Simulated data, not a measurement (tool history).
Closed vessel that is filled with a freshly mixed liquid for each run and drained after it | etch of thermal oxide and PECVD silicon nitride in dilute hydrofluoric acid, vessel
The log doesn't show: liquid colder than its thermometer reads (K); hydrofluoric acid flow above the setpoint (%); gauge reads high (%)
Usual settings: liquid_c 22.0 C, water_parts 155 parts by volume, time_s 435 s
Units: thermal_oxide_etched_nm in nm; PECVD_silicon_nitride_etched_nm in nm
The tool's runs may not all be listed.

| run | day | liquid_c | water_parts | time_s | wafers since the last listed run | hours since the thermometer was replaced | hours since the hydrofluoric acid flow meter was replaced | hours since the gauge calibration | read-back film thickness of the thermal oxide reference wafer, read on the same gauge (nm) | read-back film thickness of the PECVD silicon nitride reference wafer, read on the same gauge (nm) | thermal_oxide_etched_nm | PECVD_silicon_nitride_etched_nm |
|---|---|---|---|---|---|---|---|---|---|---|---|---|
| 1 | 0.000 | 22.0 | 155 | 435 | 0 | 122.6 | 1373.4 | 684.1 | 140.01 | 100.06 | 11.53 | 5.33 |
| 2 | 0.683 | 22.0 | 155 | 435 | 1140 | 139.0 | 1389.8 | 700.5 | 140.03 | 100.05 | 11.50 | 5.37 |
| 3 | 1.708 | 22.0 | 155 | 435 | 1711 | 163.6 | 1414.4 | 725.1 | 139.99 | 100.01 | 11.51 | 5.33 |
| 4 | 2.725 | 22.0 | 155 | 435 | 1697 | 188.0 | 1438.8 | 749.5 | 139.99 | 99.99 | 11.51 | 5.35 |
| 5 | 3.571 | 22.0 | 155 | 435 | 1412 | 208.3 | 1459.1 | 769.8 | 140.01 | 100.00 | 11.44 | 5.37 |
| 6 | 4.333 | 22.0 | 155 | 435 | 1272 | 226.6 | 1477.4 | 788.1 | 139.99 | 99.98 | 11.62 | 5.36 |
| 7 | 5.075 | 17.5 | 155 | 435 | 1238 | 244.4 | 1495.2 | 805.9 | 139.96 | 100.00 | 9.71 | 3.93 |
|  | 5.608 | hydrofluoric acid flow meter replaced |
| 8 | 5.658 | 20.5 | 155 | 690 | 904 | 258.4 | 1.2 | 819.9 | 140.02 | 100.00 | 16.58 | 7.46 |
| 9 | 6.208 | 22.0 | 155 | 435 | 918 | 271.6 | 14.4 | 833.1 | 140.00 | 99.96 | 11.16 | 5.19 |
|  | 7.004 | gauge calibrated |
| 10 | 7.179 | 19.0 | 105 | 320 | 1620 | 294.9 | 37.7 | 4.2 | 139.96 | 100.00 | 11.27 | 4.58 |
| 11 | 8.004 | 20.5 | 130 | 250 | 1377 | 314.7 | 57.5 | 24.0 | 140.02 | 100.00 | 7.44 | 3.21 |
| 12 | 8.683 | 22.0 | 220 | 275 | 1133 | 331.0 | 73.8 | 40.3 | 140.01 | 100.00 | 4.64 | 2.33 |
| 13 | 9.196 | 22.0 | 155 | 435 | 855 | 343.3 | 86.1 | 52.6 | 139.95 | 99.99 | 11.12 | 5.18 |
| 14 | 9.767 | 23.5 | 175 | 595 | 952 | 357.0 | 99.8 | 66.3 | 139.99 | 99.99 | 14.10 | 6.99 |
| 15 | 10.579 | 27.0 | 195 | 180 | 1356 | 376.5 | 119.3 | 85.8 | 139.98 | 99.97 | 4.23 | 2.36 |
| 16 | 11.667 | 26.5 | 155 | 555 | 1815 | 402.6 | 145.4 | 111.9 | 140.02 | 100.02 | 16.90 | 8.92 |
| 17 | 12.625 | 22.0 | 155 | 365 | 1599 | 425.6 | 168.4 | 134.9 | 139.99 | 99.98 | 9.44 | 4.40 |
| 18 | 13.283 | 24.5 | 155 | 230 | 1099 | 441.4 | 184.2 | 150.7 | 140.05 | 99.97 | 6.51 | 3.26 |
| 19 | 14.554 | 24.5 | 225 | 435 | 2121 | 471.9 | 214.7 | 181.2 | 140.01 | 100.01 | 7.89 | 4.25 |
| 20 | 15.471 | 22.0 | 155 | 435 | 1530 | 493.9 | 236.7 | 203.2 | 140.00 | 100.00 | 11.24 | 5.24 |
| 21 | 15.996 | 22.0 | 155 | 435 | 876 | 506.5 | 249.3 | 215.8 | 140.01 | 100.00 | 11.28 | 5.21 |
| 22 | 16.904 | 25.0 | 155 | 335 | 1516 | 528.3 | 271.1 | 237.6 | 139.99 | 100.01 | 9.74 | 4.89 |
| 23 | 18.112 | 22.0 | 155 | 435 | 2017 | 557.3 | 300.1 | 266.6 | 139.98 | 100.00 | 11.25 | 5.22 |
| 24 | 18.912 | 22.0 | 220 | 435 | 1335 | 576.5 | 319.3 | 285.8 | 139.94 | 100.07 | 7.40 | 3.73 |
| 25 | 20.338 | 23.5 | 155 | 210 | 2379 | 610.7 | 353.5 | 320.0 | 139.98 | 100.00 | 5.71 | 2.79 |
| 26 | 21.396 | 25.5 | 125 | 180 | 1766 | 636.1 | 378.9 | 345.4 | 139.98 | 100.05 | 6.86 | 3.34 |

How the hidden state differs across the entries between the runs, from the last listed run before each to the first after it:
Between runs 7 and 8: hydrofluoric acid flow meter replaced (day 5.608)
  hydrofluoric acid flow above the setpoint (%): 3.43 -> 0.202
  measured less the result without the state, thermal_oxide_etched_nm: +0.37 -> +0.04 nm; PECVD_silicon_nitride_etched_nm: +0.12 -> +0.02 nm
Between runs 9 and 10: gauge calibrated (day 7.004)
  hydrofluoric acid flow above the setpoint (%): 0.231 -> 0.282
  measured less the result without the state, thermal_oxide_etched_nm: +0.03 -> +0.03 nm; PECVD_silicon_nitride_etched_nm: +0.01 -> +0.01 nm
